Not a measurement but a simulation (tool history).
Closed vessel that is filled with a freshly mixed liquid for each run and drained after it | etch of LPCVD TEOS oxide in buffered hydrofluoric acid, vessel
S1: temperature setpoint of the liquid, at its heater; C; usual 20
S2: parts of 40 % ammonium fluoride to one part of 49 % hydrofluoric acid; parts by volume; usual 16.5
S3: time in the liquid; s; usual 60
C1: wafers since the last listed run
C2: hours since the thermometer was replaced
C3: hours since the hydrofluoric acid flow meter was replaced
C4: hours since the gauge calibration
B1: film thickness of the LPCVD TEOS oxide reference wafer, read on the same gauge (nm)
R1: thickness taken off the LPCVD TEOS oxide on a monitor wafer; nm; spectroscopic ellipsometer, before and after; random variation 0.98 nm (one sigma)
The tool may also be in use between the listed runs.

run    hour    S1    S2  S3     C1      C2      C3      C4     B1      R1
  1       0    23  16.5  60      0   490.7   304.3   215.7  90.01  179.33
  2    41.7    20  16.5  85   4438   532.4     346   257.4  90.01  215.99
  3    87.5    20  16.5  85   4874   578.2   391.8   303.2  89.98  211.34
  4   122.5    20  16.5  85   3725   613.2   426.8   338.2     90  211.84
  5   242.6    20  16.5  60  12783   733.3   546.9   458.3  89.99  150.91
  6   308.2    20  16.5  60   6982   798.9   612.5   523.9  89.99  149.34
  7   374.5    20  16.5  60   7056   865.2   678.8   590.2  90.02   150.5
  8   409.5    20    20  60   3725   900.2   713.8   625.2  90.03  126.21
  9   478.3    20    20  60   7323     969   782.6     694  90.02  125.42
 10   534.1    20  16.5  60   5939  1024.8   838.4   749.8  89.99   151.6
 11   564.4    20    20  70   3225  1055.1   868.7   780.1     90  146.23
 12   594.3    20  16.5  60   3182    1085   898.6     810  89.99  148.96
 13   664.4    20  16.5  60   7461  1155.1   968.7   880.1  89.99  149.81
 14   708.1  18.5  16.5  80   4651  1198.8  1012.4   923.8  90.02  184.69
 15   740.8    20  16.5  85   3480  1231.5  1045.1   956.5     90  214.02
 16   781.6  24.5    11  50   4342  1272.3  1085.9   997.3  90.01  239.37
      865.9  -- hydrofluoric acid flow meter replaced
      870.9  -- thermometer replaced
 17   919.3    20  16.5  75  14443    48.4    53.4    1135  89.98  191.61
 18  1003.8    18  16.5  60   8994   132.9   137.9  1219.5  90.01  136.04
 19  1038.4    17    14  80   3682   167.5   172.5  1254.1     90  202.29
     1048.4  -- gauge calibrated
 20    1094    17  20.5  85   5918   223.1   228.1    45.6  89.98  148.61
 21    1163    17  16.5  30   7344   292.1   297.1   114.6  90.04   64.75
 22  1223.3  22.5    18  60   6418   352.4   357.4   174.9  90.02  160.02
 23  1254.9    20  16.5  60   3363     384     389   206.5  89.99  153.67
 24  1316.7    24  11.5  60   6577   445.8   450.8   268.3  90.01  268.79
 25  1360.2    20  16.5  60   4630   489.3   494.3   311.8  89.99     153
 26  1406.5    17  18.5  75   4928   535.6   540.6   358.1  89.99  142.63
 27  1442.2    24  14.5  60   3799   571.3   576.3   393.8     90  216.42

3 ways to go on from here, each from the tool as it stands after run 27. What would each give?
  A  1442.9    20  16.5  60  74  572  577  394.5   ?   ?
  B  1442.9  22.5  14.5  35  74  572  577  394.5   ?   ?
  C  1442.9  17.5    18  35  74  572  577  394.5   ?   ?

run     B1      R1
  A  90.01  150.67
  B  90.01  114.66
  C  90.01   70.04
Without the tool's hidden state the same runs would have given:
run      R1
  A  151.06
  B  114.99
  C    70.2

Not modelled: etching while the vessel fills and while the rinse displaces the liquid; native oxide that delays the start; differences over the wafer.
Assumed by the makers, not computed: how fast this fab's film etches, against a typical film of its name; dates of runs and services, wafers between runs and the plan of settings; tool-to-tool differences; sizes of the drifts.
